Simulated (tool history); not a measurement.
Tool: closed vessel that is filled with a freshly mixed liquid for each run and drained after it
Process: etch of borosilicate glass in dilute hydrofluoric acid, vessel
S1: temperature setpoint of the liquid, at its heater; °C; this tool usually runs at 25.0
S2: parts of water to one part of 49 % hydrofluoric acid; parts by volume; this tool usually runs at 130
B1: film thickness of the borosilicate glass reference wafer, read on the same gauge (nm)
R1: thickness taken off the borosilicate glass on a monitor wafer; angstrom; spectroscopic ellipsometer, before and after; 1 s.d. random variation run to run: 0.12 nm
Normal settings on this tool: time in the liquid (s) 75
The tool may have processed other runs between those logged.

run 1 hour=0.0 | S1=25.0 S2=130 time_in_the_liquid_(s)=75 | B1=99.98 | R1=225.7
run 2 hour=86.3 | S1=25.0 S2=130 time_in_the_liquid_(s)=75 | B1=100.02 | R1=227.9
run 3 hour=148.8 | S1=25.0 S2=130 time_in_the_liquid_(s)=75 | B1=99.98 | R1=225.1
run 4 hour=216.9 | S1=25.0 S2=130 time_in_the_liquid_(s)=75 | B1=100.00 | R1=227.9
-- hour=283.5 thermometer replaced
run 5 hour=304.5 | S1=25.0 S2=130 time_in_the_liquid_(s)=75 | B1=100.00 | R1=227.1
run 6 hour=366.6 | S1=25.0 S2=160 time_in_the_liquid_(s)=75 | B1=100.01 | R1=178.8
run 7 hour=461.1 | S1=25.0 S2=160 time_in_the_liquid_(s)=75 | B1=100.00 | R1=181.3
run 8 hour=516.7 | S1=25.0 S2=130 time_in_the_liquid_(s)=75 | B1=100.00 | R1=231.5
run 9 hour=578.4 | S1=25.0 S2=130 time_in_the_liquid_(s)=75 | B1=100.01 | R1=234.2
run 10 hour=615.4 | S1=25.0 S2=130 time_in_the_liquid_(s)=75 | B1=100.00 | R1=230.3
run 11 hour=653.5 | S1=25.0 S2=130 time_in_the_liquid_(s)=75 | B1=99.99 | R1=231.5
-- hour=665.8 hydrofluoric acid flow meter replaced
run 12 hour=727.1 | S1=25.0 S2=130 time_in_the_liquid_(s)=75 | B1=100.01 | R1=214.8
-- hour=736.8 gauge calibrated
run 13 hour=804.0 | S1=26.5 S2=130 time_in_the_liquid_(s)=110 | B1=100.00 | R1=332.7
run 14 hour=886.6 | S1=22.5 S2=195 time_in_the_liquid_(s)=60 | B1=100.00 | R1=98.4
run 15 hour=958.6 | S1=25.0 S2=130 time_in_the_liquid_(s)=75 | B1=100.01 | R1=219.1
run 16 hour=1030.0 | S1=20.0 S2=130 time_in_the_liquid_(s)=35 | B1=99.99 | R1=83.6
run 17 hour=1066.2 | S1=26.5 S2=130 time_in_the_liquid_(s)=110 | B1=99.99 | R1=341.0
run 18 hour=1153.6 | S1=25.0 S2=130 time_in_the_liquid_(s)=75 | B1=100.00 | R1=218.2
-- hour=1192.3 thermometer replaced
run 19 hour=1241.4 | S1=25.0 S2=80 time_in_the_liquid_(s)=40 | B1=100.00 | R1=204.8
run 20 hour=1293.3 | S1=22.5 S2=130 time_in_the_liquid_(s)=110 | B1=100.00 | R1=294.6
run 21 hour=1347.3 | S1=23.5 S2=195 time_in_the_liquid_(s)=95 | B1=99.99 | R1=166.6
run 22 hour=1413.3 | S1=25.0 S2=130 time_in_the_liquid_(s)=75 | B1=99.98 | R1=224.2
run 23 hour=1450.9 | S1=25.0 S2=170 time_in_the_liquid_(s)=35 | B1=100.01 | R1=76.4
run 24 hour=1523.7 | S1=25.0 S2=130 time_in_the_liquid_(s)=60 | B1=99.99 | R1=179.3
run 25 hour=1615.1 | S1=25.0 S2=70 time_in_the_liquid_(s)=75 | B1=99.98 | R1=451.9
run 26 hour=1734.2 | S1=25.0 S2=170 time_in_the_liquid_(s)=90 | B1=100.01 | R1=199.2

Predict each of these 5 candidate next runs independently; none follows another, all start after run 26:
run A hour=1734.9 | S1=25.0 S2=130 time_in_the_liquid_(s)=75 | B1=? | R1=?
run B hour=1734.9 | S1=28.0 S2=100 time_in_the_liquid_(s)=75 | B1=? | R1=?
run C hour=1734.9 | S1=27.5 S2=130 time_in_the_liquid_(s)=115 | B1=? | R1=?
run D hour=1734.9 | S1=25.0 S2=190 time_in_the_liquid_(s)=110 | B1=? | R1=?
run E hour=1734.9 | S1=23.5 S2=145 time_in_the_liquid_(s)=95 | B1=? | R1=?

run=A B1=100.01 R1=226.0
run=B B1=100.01 R1=342.0
run=C B1=100.01 R1=381.1
run=D B1=100.01 R1=212.2
run=E B1=100.01 R1=238.1
Without the tool's unlogged condition, the same runs would have read:
run=A R1=213.2
run=B R1=323.0
run=C R1=359.5
run=D R1=199.6
run=E R1=224.6

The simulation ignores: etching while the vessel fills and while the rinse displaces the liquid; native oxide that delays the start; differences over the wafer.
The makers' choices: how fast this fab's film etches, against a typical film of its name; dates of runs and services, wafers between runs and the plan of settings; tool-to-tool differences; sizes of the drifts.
